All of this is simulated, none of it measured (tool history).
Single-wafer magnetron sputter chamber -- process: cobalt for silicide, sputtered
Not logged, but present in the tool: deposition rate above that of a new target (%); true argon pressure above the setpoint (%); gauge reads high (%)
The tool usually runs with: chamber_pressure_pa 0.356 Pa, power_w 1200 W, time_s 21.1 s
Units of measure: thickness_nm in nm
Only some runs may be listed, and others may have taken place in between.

| run | hour | chamber_pressure_pa | power_w | time_s | wafers since the last listed run | wafers on the sputter target | hours since the last manometer calibration | hours since the magnet pack was replaced | hours since the gauge calibration | read-back reference wafer on the same gauge, thickness_nm | thickness_nm |
|---|---|---|---|---|---|---|---|---|---|---|---|
| 1 | 0.0 | 0.356 | 1200 | 21.1 | 0 | 26241 | 951.4 | 4746.6 | 1840.0 | 13.303 | 13.199 |
|  | 56.7 | sputter target and shields replaced |
| 2 | 82.3 | 0.356 | 1200 | 21.1 | 3292 | 1132 | 1033.7 | 4828.9 | 1922.3 | 13.305 | 13.508 |
|  | 134.3 | capacitance manometer re-zeroed and calibrated |
| 3 | 165.2 | 0.356 | 1000 | 21.1 | 3318 | 4451 | 30.9 | 4911.8 | 2005.2 | 13.300 | 11.390 |
| 4 | 221.8 | 0.356 | 1000 | 21.1 | 2507 | 6959 | 87.5 | 4968.4 | 2061.8 | 13.297 | 11.378 |
| 5 | 474.5 | 0.356 | 1000 | 21.1 | 11197 | 18156 | 340.2 | 5221.1 | 2314.5 | 13.302 | 11.289 |
| 6 | 535.3 | 0.356 | 1200 | 21.1 | 2694 | 20850 | 401.0 | 5281.9 | 2375.3 | 13.302 | 13.319 |
| 7 | 612.6 | 0.356 | 1200 | 21.1 | 3425 | 24275 | 478.3 | 5359.2 | 2452.6 | 13.305 | 13.364 |
|  | 706.4 | sputter target and shields replaced |
| 8 | 712.4 | 0.356 | 1200 | 21.1 | 4067 | 265 | 578.1 | 5459.0 | 2552.4 | 13.297 | 13.599 |
| 9 | 756.9 | 0.356 | 1200 | 21.1 | 1971 | 2236 | 622.6 | 5503.5 | 2596.9 | 13.294 | 13.566 |
| 10 | 819.3 | 0.356 | 1200 | 21.1 | 2764 | 5001 | 685.0 | 5565.9 | 2659.3 | 13.308 | 13.444 |
| 11 | 901.4 | 0.356 | 1100 | 19.1 | 3637 | 8639 | 767.1 | 5648.0 | 2741.4 | 13.298 | 11.145 |
| 12 | 986.3 | 0.356 | 1100 | 19.1 | 3761 | 12401 | 852.0 | 5732.9 | 2826.3 | 13.292 | 11.108 |
| 13 | 1039.7 | 0.356 | 1100 | 19.1 | 2366 | 14767 | 905.4 | 5786.3 | 2879.7 | 13.302 | 11.152 |
|  | 1113.1 | capacitance manometer re-zeroed and calibrated |
| 14 | 1128.6 | 0.257 | 1050 | 21.1 | 3584 | 18352 | 15.5 | 5875.2 | 2968.6 | 13.300 | 12.033 |
| 15 | 1191.0 | 0.257 | 1050 | 21.1 | 2764 | 21117 | 77.9 | 5937.6 | 3031.0 | 13.309 | 12.039 |
|  | 1293.2 | sputter target and shields replaced |
| 16 | 1294.8 | 0.439 | 1200 | 18.0 | 4244 | 72 | 181.7 | 6041.4 | 3134.8 | 13.304 | 11.478 |
| 17 | 1508.2 | 0.442 | 1000 | 18.5 | 9455 | 9528 | 395.1 | 6254.8 | 3348.2 | 13.297 | 9.696 |

The next listed run, before its measurement:
| 18 | 1567.8 | 0.462 | 1200 | 24.7 | 2640 | 12169 | 454.7 | 6314.4 | 3407.8 | ? | ? |

Run 18 yielded read-back reference wafer on the same gauge, thickness_nm 13.296, thickness_nm 15.342 nm.
With no hidden state in the tool, this same run would have given thickness_nm 15.729 nm.
